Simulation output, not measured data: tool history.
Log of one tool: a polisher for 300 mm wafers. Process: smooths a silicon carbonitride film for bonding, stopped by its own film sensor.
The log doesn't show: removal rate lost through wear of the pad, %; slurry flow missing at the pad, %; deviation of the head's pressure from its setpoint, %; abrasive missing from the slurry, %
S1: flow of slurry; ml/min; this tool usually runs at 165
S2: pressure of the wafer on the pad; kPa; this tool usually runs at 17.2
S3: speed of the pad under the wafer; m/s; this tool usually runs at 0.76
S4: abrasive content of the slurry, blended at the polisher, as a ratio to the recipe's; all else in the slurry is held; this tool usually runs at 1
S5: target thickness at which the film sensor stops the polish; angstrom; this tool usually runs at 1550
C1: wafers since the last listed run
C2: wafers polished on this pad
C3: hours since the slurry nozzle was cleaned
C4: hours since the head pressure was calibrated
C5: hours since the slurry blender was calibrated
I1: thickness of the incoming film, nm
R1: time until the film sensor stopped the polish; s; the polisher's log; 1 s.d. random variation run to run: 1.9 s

| run | day | S1 | S2 | S3 | S4 | S5 | C1 | C2 | C3 | C4 | C5 | I1 | R1 |
|---|---|---|---|---|---|---|---|---|---|---|---|---|---|
| 1 | 0 | 165 | 17.2 | 0.76 | 1.2 | 1550 | 0 | 1341 | 622.7 | 241.8 | 276.9 | 179.1 | 86.4 |
|  | 0.075 | worn pad replaced by a new one |
|  | 1.675 | slurry blender recalibrated |
|  | 2.375 | head pressure recalibrated |
| 2 | 2.492 | 165 | 17.2 | 0.76 | 1.2 | 1550 | 443 | 443 | 682.5 | 2.8 | 19.6 | 180.5 | 94.5 |
| 3 | 4.879 | 145 | 17.2 | 0.76 | 1 | 1550 | 470 | 914 | 739.8 | 60.1 | 76.9 | 181.7 | 109.5 |
| 4 | 6.596 | 145 | 17.2 | 0.76 | 1 | 1550 | 338 | 1252 | 781 | 101.3 | 118.1 | 181 | 103.1 |
|  | 7.6 | worn pad replaced by a new one |
| 5 | 9.371 | 145 | 17.2 | 0.76 | 1 | 1550 | 514 | 349 | 847.6 | 167.9 | 184.7 | 181.3 | 106.3 |
| 6 | 10.829 | 165 | 17.2 | 0.76 | 1 | 1550 | 287 | 636 | 882.6 | 202.9 | 219.7 | 177.6 | 88.2 |
| 7 | 12.208 | 165 | 17.2 | 0.76 | 1 | 1550 | 271 | 908 | 915.7 | 236 | 252.8 | 179.5 | 91.8 |
|  | 12.646 | slurry blender recalibrated |
|  | 13.767 | slurry nozzle cleaned |
| 8 | 14.529 | 165 | 17.2 | 0.76 | 1 | 1550 | 432 | 1341 | 18.3 | 291.7 | 45.2 | 180.6 | 96 |
|  | 14.879 | head pressure recalibrated |
|  | 15.521 | worn pad replaced by a new one |
| 9 | 16.933 | 165 | 17.2 | 0.76 | 1.05 | 1550 | 424 | 278 | 76 | 49.3 | 102.9 | 179.4 | 96.8 |

Predict the results of run 10:
| 10 | 18.612 | 120 | 21.4 | 0.76 | 1 | 1550 | 331 | 609 | 116.3 | 89.6 | 143.2 | 180.9 | ? |

{"run 10": {"R1": 84.8}}
On a tool with no hidden condition, and with the same random variation, this run would have come out at R1 85.3 s.
